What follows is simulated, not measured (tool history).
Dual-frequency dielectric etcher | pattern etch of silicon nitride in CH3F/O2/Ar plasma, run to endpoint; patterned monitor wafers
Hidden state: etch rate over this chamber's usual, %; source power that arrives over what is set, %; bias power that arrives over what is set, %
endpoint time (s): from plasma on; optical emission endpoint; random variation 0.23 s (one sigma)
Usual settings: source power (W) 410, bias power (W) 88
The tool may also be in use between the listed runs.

run    hour  source power (W)  bias power (W)  wafers since the last listed run  hours since the last wet clean  hours since the last source power generator calibration  hours since the last bias power generator calibration  hours since the last upper electrode change  incoming incoming film thickness, nm  endpoint time (s)
  1     0.0               340              88                                 0                           363.0                                                   2580.1                                                 2984.4                                       3495.4                                 32.04               47.8
  2    66.7               410              88                              1291                           429.7                                                   2646.8                                                 3051.1                                       3562.1                                 31.83               42.6
  3   121.6               460             104                              1062                           484.6                                                   2701.7                                                 3106.0                                       3617.0                                 32.11               38.4
      162.0  -- upper electrode replaced
  4   184.4               460             104                               751                           547.4                                                   2764.5                                                 3168.8                                         22.4                                 32.35               38.8
      231.5  -- wet clean of the chamber
  5   237.0               460             104                               553                             5.5                                                   2817.1                                                 3221.4                                         75.0                                 32.11               38.2
  6   296.9               410              88                              1159                            65.4                                                   2877.0                                                 3281.3                                        134.9                                 31.93               42.5
      453.3  -- bias power generator calibrated
  7   487.5               410              77                              3612                           256.0                                                   3067.6                                                   34.2                                        325.5                                 31.85               44.0
  8   555.9               410              77                              1324                           324.4                                                   3136.0                                                  102.6                                        393.9                                 32.15               44.7
  9   604.8               410              77                               946                           373.3                                                   3184.9                                                  151.5                                        442.8                                 32.38               44.8
 10   633.3               410              88                               551                           401.8                                                   3213.4                                                  180.0                                        471.3                                 32.27               43.2
 11   672.8               410              88                               764                           441.3                                                   3252.9                                                  219.5                                        510.8                                 32.24               43.3
 12   715.3               460              88                               822                           483.8                                                   3295.4                                                  262.0                                        553.3                                 32.33               40.7
      738.7  -- source power generator calibrated
 13   750.2               460              88                               598                           518.7                                                     11.5                                                  296.9                                        588.2                                 32.26               39.2
 14   789.2               310              88                               754                           557.7                                                     50.5                                                  335.9                                        627.2                                 31.88               49.1
      830.2  -- wet clean of the chamber
 15   830.7               490              96                               338                             0.5                                                     92.0                                                  377.4                                        668.7                                 32.24               37.0
 16   888.7               450              75                              1122                            58.5                                                    150.0                                                  435.4                                        726.7                                 32.34               41.4
 17   947.9               450              81                              1145                           117.7                                                    209.2                                                  494.6                                        785.9                                 32.22               41.1
 18   985.0               450              79                               718                           154.8                                                    246.3                                                  531.7                                        823.0                                 32.46               41.3
 19  1034.2               340             104                               952                           204.0                                                    295.5                                                  580.9                                        872.2                                 32.28               44.8
 20  1066.7               410              88                               629                           236.5                                                    328.0                                                  613.4                                        904.7                                 32.42               42.1
 21  1137.0               480              82                              1360                           306.8                                                    398.3                                                  683.7                                        975.0                                 32.39               39.5
 22  1163.2               330              76                               507                           333.0                                                    424.5                                                  709.9                                       1001.2                                 32.40               50.2
 23  1207.3               370              78                               853                           377.1                                                    468.6                                                  754.0                                       1045.3                                 31.99               45.9
 24  1254.2               410              88                               907                           424.0                                                    515.5                                                  800.9                                       1092.2                                 32.48               42.6
 25  1314.6               440              67                              1169                           484.4                                                    575.9                                                  861.3                                       1152.6                                 31.88               42.9
 26  1359.8               410              88                               874                           529.6                                                    621.1                                                  906.5                                       1197.8                                 32.07               41.8
     1396.5  -- wet clean of the chamber
 27  1397.0               410              88                               255                             0.5                                                    658.3                                                  943.7                                       1235.0                                 32.02               41.7
 28  1458.0               410             103                              1180                            61.5                                                    719.3                                                 1004.7                                       1296.0                                 32.16               40.4
 29  1514.9               410              66                              1101                           118.4                                                    776.2                                                 1061.6                                       1352.9                                 31.90               44.2
 30  1540.6               410              88                               497                           144.1                                                    801.9                                                 1087.3                                       1378.6                                 32.05               42.0
 31  1583.0               450              81                               820                           186.5                                                    844.3                                                 1129.7                                       1421.0                                 32.20               40.7
 32  1643.4               410              88                              1169                           246.9                                                    904.7                                                 1190.1                                       1481.4                                 31.93               41.9
 33  1683.1               410              66                               768                           286.6                                                    944.4                                                 1229.8                                       1521.1                                 32.03               45.1
 34  1730.0               380              88                               907                           333.5                                                    991.3                                                 1276.7                                       1568.0                                 32.24               44.1
 35  1821.3               450              74                              1767                           424.8                                                   1082.6                                                 1368.0                                       1659.3                                 32.01               41.9

Forecast each of these 4 alternatives for the next run:
  A  1821.7               350              88                                 7                           425.2                                                   1083.0                                                 1368.4                                       1659.7                                 32.50                  ?
  B  1821.7               440              88                                 7                           425.2                                                   1083.0                                                 1368.4                                       1659.7                                 32.50                  ?
  C  1821.7               410              99                                 7                           425.2                                                   1083.0                                                 1368.4                                       1659.7                                 32.50                  ?
  D  1821.7               330             101                                 7                           425.2                                                   1083.0                                                 1368.4                                       1659.7                                 32.50                  ?

run  endpoint time (s)
  A               46.8
  B               41.1
  C               41.3
  D               46.7
Without the tool's hidden state the same runs would have given:
run  endpoint time (s)
  A               46.3
  B               40.6
  C               40.9
  D               46.2

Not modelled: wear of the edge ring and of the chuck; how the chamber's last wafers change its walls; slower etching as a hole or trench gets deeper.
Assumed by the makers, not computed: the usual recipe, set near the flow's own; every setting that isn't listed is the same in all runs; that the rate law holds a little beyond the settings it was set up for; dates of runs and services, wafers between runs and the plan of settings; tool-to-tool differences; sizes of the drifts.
